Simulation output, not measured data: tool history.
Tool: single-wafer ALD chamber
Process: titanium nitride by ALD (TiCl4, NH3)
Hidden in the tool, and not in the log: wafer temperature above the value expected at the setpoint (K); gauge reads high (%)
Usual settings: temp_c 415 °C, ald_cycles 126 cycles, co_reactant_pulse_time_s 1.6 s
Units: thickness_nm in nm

| run | hour | temp_c | ald_cycles | co_reactant_pulse_time_s | wafers since the last listed run | hours since the last thermocouple change | hours since the showerhead was replaced | hours since the gauge calibration | read-back reference wafer on the same gauge, thickness_nm | thickness_nm |
|---|---|---|---|---|---|---|---|---|---|---|
| 1 | 0 | 415 | 126 | 1.6 | 0 | 1129 | 5138.1 | 317.4 | 2.82 | 2.835 |
| 2 | 34.3 | 415 | 126 | 1.6 | 92 | 1163.3 | 5172.4 | 351.7 | 2.824 | 2.845 |
| 3 | 102.7 | 415 | 126 | 1.6 | 184 | 1231.7 | 5240.8 | 420.1 | 2.822 | 2.847 |
| 4 | 168.3 | 415 | 126 | 1.6 | 177 | 1297.3 | 5306.4 | 485.7 | 2.818 | 2.84 |
| 5 | 193.8 | 415 | 126 | 1.6 | 68 | 1322.8 | 5331.9 | 511.2 | 2.817 | 2.839 |
| 6 | 255.2 | 415 | 126 | 1.6 | 166 | 1384.2 | 5393.3 | 572.6 | 2.82 | 2.839 |
| 7 | 312.6 | 415 | 126 | 1.6 | 155 | 1441.6 | 5450.7 | 630 | 2.82 | 2.839 |
|  | 371 | gauge calibrated |
| 8 | 379 | 415 | 126 | 1.6 | 179 | 1508 | 5517.1 | 8 | 2.821 | 2.838 |
| 9 | 425.6 | 415 | 126 | 1.6 | 126 | 1554.6 | 5563.7 | 54.6 | 2.821 | 2.831 |
| 10 | 471.5 | 415 | 126 | 1.85 | 124 | 1600.5 | 5609.6 | 100.5 | 2.823 | 2.857 |
| 11 | 539.6 | 415 | 126 | 1.6 | 184 | 1668.6 | 5677.7 | 168.6 | 2.819 | 2.833 |
| 12 | 603.1 | 415 | 126 | 1.6 | 171 | 1732.1 | 5741.2 | 232.1 | 2.817 | 2.85 |
| 13 | 657.8 | 415 | 126 | 1.6 | 147 | 1786.8 | 5795.9 | 286.8 | 2.817 | 2.834 |
|  | 668.3 | showerhead replaced |
| 14 | 724 | 415 | 126 | 1.6 | 157 | 1853 | 55.7 | 353 | 2.82 | 2.833 |
| 15 | 755.2 | 415 | 126 | 1.6 | 84 | 1884.2 | 86.9 | 384.2 | 2.821 | 2.842 |
| 16 | 782 | 415 | 126 | 1.94 | 72 | 1911 | 113.7 | 411 | 2.82 | 2.869 |
| 17 | 840.2 | 415 | 143 | 1.3 | 157 | 1969.2 | 171.9 | 469.2 | 2.82 | 3.184 |
| 18 | 897.1 | 415 | 126 | 1.6 | 153 | 2026.1 | 228.8 | 526.1 | 2.819 | 2.846 |
| 19 | 929.4 | 402 | 110 | 1.98 | 87 | 2058.4 | 261.1 | 558.4 | 2.818 | 2.491 |
| 20 | 979.7 | 415 | 126 | 1.6 | 136 | 2108.7 | 311.4 | 608.7 | 2.821 | 2.834 |
|  | 1045.9 | thermocouple changed; heater temperature recalibrated |
| 21 | 1050.1 | 403 | 144 | 1.6 | 168 | 4.2 | 381.8 | 679.1 | 2.819 | 3.218 |
|  | 1121.1 | gauge calibrated |
| 22 | 1187.9 | 425 | 132 | 2.18 | 372 | 142 | 519.6 | 66.8 | 2.82 | 3.02 |
| 23 | 1226.4 | 415 | 148 | 1.6 | 104 | 180.5 | 558.1 | 105.3 | 2.819 | 3.337 |
| 24 | 1276 | 419 | 141 | 1.21 | 134 | 230.1 | 607.7 | 154.9 | 2.823 | 3.139 |
| 25 | 1308 | 415 | 126 | 1.43 | 86 | 262.1 | 639.7 | 186.9 | 2.82 | 2.828 |
| 26 | 1367.6 | 415 | 126 | 1.6 | 161 | 321.7 | 699.3 | 246.5 | 2.818 | 2.831 |
| 27 | 1414.1 | 415 | 126 | 1.6 | 125 | 368.2 | 745.8 | 293 | 2.822 | 2.838 |

Hidden state at the last listed run before each entry between runs and at the first one after, where it differs:
Between runs 7 and 8: gauge calibrated (hour 371)
  no hidden state differs between the two runs
Between runs 13 and 14: showerhead replaced (hour 668.3)
  no hidden state differs between the two runs
Between runs 20 and 21: thermocouple changed; heater temperature recalibrated (hour 1045.9)
  no hidden state differs between the two runs
Between runs 21 and 22: gauge calibrated (hour 1121.1)
  no hidden state differs between the two runs
